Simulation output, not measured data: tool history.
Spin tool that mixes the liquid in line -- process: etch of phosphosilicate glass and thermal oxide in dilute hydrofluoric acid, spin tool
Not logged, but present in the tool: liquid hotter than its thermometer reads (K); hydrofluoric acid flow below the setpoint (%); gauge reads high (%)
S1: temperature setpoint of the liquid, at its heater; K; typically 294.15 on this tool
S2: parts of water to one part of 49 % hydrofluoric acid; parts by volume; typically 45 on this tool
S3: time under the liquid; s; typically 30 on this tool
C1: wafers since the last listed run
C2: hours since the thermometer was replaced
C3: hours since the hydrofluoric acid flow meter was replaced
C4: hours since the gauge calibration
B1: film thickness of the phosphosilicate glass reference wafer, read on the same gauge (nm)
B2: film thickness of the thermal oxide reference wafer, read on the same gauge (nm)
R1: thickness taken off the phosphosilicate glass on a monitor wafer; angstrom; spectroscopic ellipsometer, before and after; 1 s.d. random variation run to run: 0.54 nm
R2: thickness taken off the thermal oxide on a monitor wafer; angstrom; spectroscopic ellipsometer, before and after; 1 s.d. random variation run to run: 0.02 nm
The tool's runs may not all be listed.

run,hour,S1,S2,S3,C1,C2,C3,C4,B1,B2,R1,R2
1,0,294.15,45,30,0,808.3,627.3,898.5,40.06,29.996,614.9,27.57
# hour 68.5: hydrofluoric acid flow meter replaced
2,164.5,294.15,45,30,2502,972.8,96,1063,40.01,30.019,645.4,29.03
3,211.1,294.15,45,30,713,1019.4,142.6,1109.6,39.96,29.99,634.9,28.95
4,290.7,294.15,45,35,1218,1099,222.2,1189.2,40.01,30.016,747.1,32.88
5,552.9,294.15,45,35,4012,1361.2,484.4,1451.4,40.04,29.981,724.6,32.63
6,638,294.15,45,30,1302,1446.3,569.5,1536.5,40.01,29.986,613,27.6
7,734.7,294.15,45,30,1479,1543,666.2,1633.2,39.99,29.956,609.6,27.65
# hour 747.2: hydrofluoric acid flow meter replaced
8,835.1,294.15,45,30,1521,1643.4,87.9,1733.6,40.03,29.99,632.3,28.81
# hour 882.7: thermometer replaced
# hour 886.8: gauge calibrated
9,901.6,294.15,40,30,1002,18.9,154.4,14.8,40.03,30.034,729.9,32.9
10,978.5,294.15,55,30,1176,95.8,231.3,91.7,39.95,29.998,526.2,23.05
11,1026,294.15,55,30,726,143.3,278.8,139.2,39.94,30.012,511.1,22.98
12,1072.4,294.15,45,30,710,189.7,325.2,185.6,39.97,30.015,636.9,28.63
13,1158.5,294.15,45,30,1317,275.8,411.3,271.7,40.03,29.972,629,28
14,1198,294.15,30,30,604,315.3,450.8,311.2,39.94,30.014,954.7,42.81
15,1273.2,294.15,45,30,1150,390.5,526,386.4,39.96,29.999,618.1,28
# hour 1278.9: hydrofluoric acid flow meter replaced
16,1356.1,290.15,45,30,1253,473.4,77.2,469.3,40,30.002,542.9,24.43
17,1404.1,298.65,45,30,734,521.4,125.2,517.3,40.01,29.994,778.1,34.74
18,1500.5,294.15,45,30,1475,617.8,221.6,613.7,39.94,30.048,645.6,28.63
19,1571.2,294.15,45,40,1081,688.5,292.3,684.4,40,30.032,838.7,37.61
20,1780.4,295.65,25,50,3201,897.7,501.5,893.6,39.97,29.994,2061.7,91.59
# hour 1855.1: hydrofluoric acid flow meter replaced
21,1875,298.65,55,40,1432,992.3,19.9,988.2,39.99,30.008,842.5,37.09
22,1965.7,297.65,45,30,1388,1083,110.6,1078.9,40.04,29.979,733.3,32.72
23,2067.5,291.65,35,50,1557,1184.8,212.4,1180.7,40.01,29.994,1227.2,54.92
24,2143.2,298.65,45,15,1158,1260.5,288.1,1256.4,39.98,29.994,375.4,16.94
25,2243.3,292.65,65,20,1531,1360.6,388.2,1356.5,40.04,29.967,265.7,11.76

4 options for the next run, each taken on its own from the tool as it stands now. Forecast them:
A,2243.7,294.15,45,50,6,1361,388.6,1356.9,?,?,?,?
B,2243.7,291.65,40,15,6,1361,388.6,1356.9,?,?,?,?
C,2243.7,298.65,60,45,6,1361,388.6,1356.9,?,?,?,?
D,2243.7,294.15,45,15,6,1361,388.6,1356.9,?,?,?,?

run,B1,B2,R1,R2
A,39.98,29.958,1020.4,46.34
B,39.98,29.958,311.5,14.14
C,39.98,29.958,812.6,36.9
D,39.98,29.958,306.1,13.9
Without the tool's unlogged condition, the same runs would have read:
run,R1,R2
A,1069.1,48.55
B,326.2,14.81
C,852.4,38.71
D,320.7,14.56
